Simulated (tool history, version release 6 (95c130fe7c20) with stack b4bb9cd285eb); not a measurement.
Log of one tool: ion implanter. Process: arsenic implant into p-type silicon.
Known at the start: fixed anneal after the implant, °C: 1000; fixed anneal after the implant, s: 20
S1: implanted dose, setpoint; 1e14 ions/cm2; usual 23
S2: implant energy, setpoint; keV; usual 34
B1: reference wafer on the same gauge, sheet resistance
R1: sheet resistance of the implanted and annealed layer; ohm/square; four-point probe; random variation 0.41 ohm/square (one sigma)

run,day,S1,S2,B1,R1
1,0,23,34,88.09,92.97
2,0.3,23,34,88.16,93.24
# day 0.496: gauge calibrated
3,0.962,23,34,88.11,93.33
4,1.617,23,34,88.06,93.15
5,1.971,23,34,88.17,93.65
6,2.525,23,34,88.11,93.74
7,3.167,23,38,88.22,88.4
8,3.546,23,29,88.09,99.99
9,4.208,23,29,88.13,100.31
10,4.95,23,29,88.01,99.81
11,5.254,23,34,88.03,92.58
12,5.508,23,34,88.1,93.35
13,5.879,18.6,34,88.04,97.57
# day 6.392: Faraday cup replaced and dose calibrated
14,6.542,18.24,45,88.16,88.85
15,6.838,23,38,88.05,88.93
16,7.446,29.37,28,88.22,98.32
17,8.079,26.33,29.5,88.19,97.83
18,8.442,26.99,43.5,88.11,80.63
# day 8.533: gauge calibrated
19,9.021,25.95,40.5,88.05,84.16
20,9.483,23,34,88.04,93.62
# day 10.029: extraction supply calibrated
21,10.121,19.71,42.5,88.05,88.93
22,10.821,28.25,42.5,88.06,80.85
23,11.371,23,34,88.2,93.98
24,12.104,23,34,88.17,93.5
25,12.542,25.91,37.5,88.18,87.67

3 ways to go on from here, each from the tool as it stands after run 25. What would each give?
A,12.558,17.22,34,?,?
B,12.558,20.51,25,?,?
C,12.558,20.9,26.5,?,?

run,B1,R1
A,88.02,99.72
B,88.02,108
C,88.02,105.14
Without the tool's hidden state the same runs would have given:
run,R1
A,99.72
B,108
C,105.14

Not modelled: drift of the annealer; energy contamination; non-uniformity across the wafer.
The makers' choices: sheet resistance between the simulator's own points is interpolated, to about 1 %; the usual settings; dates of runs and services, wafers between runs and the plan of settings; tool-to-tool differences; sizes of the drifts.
